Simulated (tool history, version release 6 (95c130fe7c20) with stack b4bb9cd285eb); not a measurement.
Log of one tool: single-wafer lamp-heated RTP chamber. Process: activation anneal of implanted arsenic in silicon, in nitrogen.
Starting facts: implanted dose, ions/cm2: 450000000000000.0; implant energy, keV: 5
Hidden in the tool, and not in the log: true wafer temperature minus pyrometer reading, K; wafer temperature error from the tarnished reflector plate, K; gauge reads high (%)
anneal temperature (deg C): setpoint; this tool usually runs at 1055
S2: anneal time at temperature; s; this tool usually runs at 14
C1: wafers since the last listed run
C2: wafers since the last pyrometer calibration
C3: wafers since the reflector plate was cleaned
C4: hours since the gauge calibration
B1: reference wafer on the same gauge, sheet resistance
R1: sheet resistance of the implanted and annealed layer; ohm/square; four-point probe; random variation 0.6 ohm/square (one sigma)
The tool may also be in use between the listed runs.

run 1 day=0 | anneal_temperature_(deg_C)=1055 S2=14 | C1=0 C2=1082 C3=1924 C4=839.3 | B1=192.97 | R1=228.39
-- day=2.096 gauge calibrated
run 2 day=4.342 | anneal_temperature_(deg_C)=1055 S2=14 | C1=1226 C2=2309 C3=3151 C4=53.9 | B1=193.01 | R1=227.75
-- day=6.525 reflector plate cleaned
run 3 day=8.229 | anneal_temperature_(deg_C)=1055 S2=14 | C1=1004 C2=3313 C3=481 C4=147.2 | B1=192.98 | R1=229.11
-- day=8.596 pyrometer window cleaned and pyrometer calibrated
run 4 day=12.371 | anneal_temperature_(deg_C)=1055 S2=14 | C1=1076 C2=1066 C3=1557 C4=246.6 | B1=193.06 | R1=230.02
run 5 day=14.971 | anneal_temperature_(deg_C)=1055 S2=14 | C1=734 C2=1801 C3=2292 C4=309 | B1=192.97 | R1=227.97
-- day=18.529 reflector plate cleaned
run 6 day=18.658 | anneal_temperature_(deg_C)=1055 S2=14 | C1=947 C2=2748 C3=36 C4=397.5 | B1=193.05 | R1=230.67
-- day=21.971 pyrometer window cleaned and pyrometer calibrated
run 7 day=21.992 | anneal_temperature_(deg_C)=1055 S2=14 | C1=847 C2=5 C3=884 C4=477.5 | B1=192.91 | R1=234.9
run 8 day=26.175 | anneal_temperature_(deg_C)=1071 S2=14 | C1=1181 C2=1187 C3=2066 C4=577.9 | B1=193.04 | R1=222.87
run 9 day=30.492 | anneal_temperature_(deg_C)=1048 S2=14 | C1=1219 C2=2407 C3=3285 C4=681.5 | B1=192.94 | R1=229.99
-- day=31.1 reflector plate cleaned
run 10 day=32.671 | anneal_temperature_(deg_C)=1080 S2=8 | C1=521 C2=2929 C3=443 C4=733.8 | B1=193.03 | R1=230.61
-- day=33.158 pyrometer window cleaned and pyrometer calibrated
run 11 day=35.167 | anneal_temperature_(deg_C)=1070 S2=18 | C1=611 C2=567 C3=1054 C4=793.7 | B1=193.08 | R1=220.97
run 12 day=38.021 | anneal_temperature_(deg_C)=1055 S2=14 | C1=806 C2=1374 C3=1861 C4=862.2 | B1=192.99 | R1=229.02
run 13 day=40.417 | anneal_temperature_(deg_C)=1073 S2=14 | C1=676 C2=2051 C3=2538 C4=919.7 | B1=192.89 | R1=221.17
-- day=42.133 reflector plate cleaned
-- day=43.096 gauge calibrated
run 14 day=44.596 | anneal_temperature_(deg_C)=1034 S2=14 | C1=1086 C2=3137 C3=695 C4=36 | B1=192.95 | R1=238.03
-- day=45.946 pyrometer window cleaned and pyrometer calibrated
run 15 day=48.442 | anneal_temperature_(deg_C)=1047 S2=14 | C1=992 C2=705 C3=1688 C4=128.3 | B1=192.94 | R1=233.94
run 16 day=52.158 | anneal_temperature_(deg_C)=1030 S2=21 | C1=1050 C2=1755 C3=2738 C4=217.5 | B1=192.97 | R1=229.53
-- day=54.088 reflector plate cleaned
run 17 day=56.317 | anneal_temperature_(deg_C)=1055 S2=17 | C1=1080 C2=2836 C3=630 C4=317.3 | B1=193.04 | R1=224.93
-- day=58.588 pyrometer window cleaned and pyrometer calibrated
run 18 day=60.429 | anneal_temperature_(deg_C)=1065 S2=10 | C1=1067 C2=519 C3=1698 C4=416 | B1=192.98 | R1=232.01

Hidden state at the last listed run before each entry between runs and at the first one after, where it differs:
In the gap between runs 1 and 2: gauge calibrated (day 2.096)
  true wafer temperature minus pyrometer reading, K: 9.49 -> 12.7; wafer temperature error from the tarnished reflector plate, K: 4.78 -> 7.65
  the result without the hidden state subtracted from the measured one, R1: -6.04 -> -8.66 ohm/square
In the gap between runs 2 and 3: reflector plate cleaned (day 6.525)
  true wafer temperature minus pyrometer reading, K: 12.7 -> 13.7; wafer temperature error from the tarnished reflector plate, K: 7.65 -> 1.89
  the result without the hidden state subtracted from the measured one, R1: -8.66 -> -6.65 ohm/square
In the gap between runs 3 and 4: pyrometer window cleaned and pyrometer calibrated (day 8.596)
  true wafer temperature minus pyrometer reading, K: 13.7 -> 8.14; wafer temperature error from the tarnished reflector plate, K: 1.89 -> 4.63
  the result without the hidden state subtracted from the measured one, R1: -6.65 -> -5.43 ohm/square
In the gap between runs 5 and 6: reflector plate cleaned (day 18.529)
  true wafer temperature minus pyrometer reading, K: 10.5 -> 12.1; wafer temperature error from the tarnished reflector plate, K: 6.35 -> 0.451
  the result without the hidden state subtracted from the measured one, R1: -7.15 -> -5.34 ohm/square
In the gap between runs 6 and 7: pyrometer window cleaned and pyrometer calibrated (day 21.971)
  true wafer temperature minus pyrometer reading, K: 12.1 -> 0.755; wafer temperature error from the tarnished reflector plate, K: 0.451 -> 2.66
  the result without the hidden state subtracted from the measured one, R1: -5.34 -> -1.46 ohm/square
In the gap between runs 9 and 10: reflector plate cleaned (day 31.1)
  true wafer temperature minus pyrometer reading, K: 11.8 -> 12.4; wafer temperature error from the tarnished reflector plate, K: 8.28 -> 1.88
  the result without the hidden state subtracted from the measured one, R1: -8.54 -> -5.98 ohm/square
In the gap between runs 10 and 11: pyrometer window cleaned and pyrometer calibrated (day 33.158)
  true wafer temperature minus pyrometer reading, K: 12.4 -> 6; wafer temperature error from the tarnished reflector plate, K: 1.88 -> 3.53
  the result without the hidden state subtracted from the measured one, R1: -5.98 -> -3.84 ohm/square
In the gap between runs 13 and 14: reflector plate cleaned (day 42.133); gauge calibrated (day 43.096)
  true wafer temperature minus pyrometer reading, K: 11.6 -> 12.9; wafer temperature error from the tarnished reflector plate, K: 7.01 -> 3.3
  the result without the hidden state subtracted from the measured one, R1: -7.53 -> -6.89 ohm/square
In the gap between runs 14 and 15: pyrometer window cleaned and pyrometer calibrated (day 45.946)
  true wafer temperature minus pyrometer reading, K: 12.9 -> 6.67; wafer temperature error from the tarnished reflector plate, K: 3.3 -> 5.84
  the result without the hidden state subtracted from the measured one, R1: -6.89 -> -5.31 ohm/square
In the gap between runs 16 and 17: reflector plate cleaned (day 54.088)
  true wafer temperature minus pyrometer reading, K: 10.8 -> 12.5; wafer temperature error from the tarnished reflector plate, K: 8.3 -> 3.11
  the result without the hidden state subtracted from the measured one, R1: -8.05 -> -6.49 ohm/square
In the gap between runs 17 and 18: pyrometer window cleaned and pyrometer calibrated (day 58.588)
  true wafer temperature minus pyrometer reading, K: 12.5 -> 6.82; wafer temperature error from the tarnished reflector plate, K: 3.11 -> 5.83
  the result without the hidden state subtracted from the measured one, R1: -6.49 -> -5.44 ohm/square
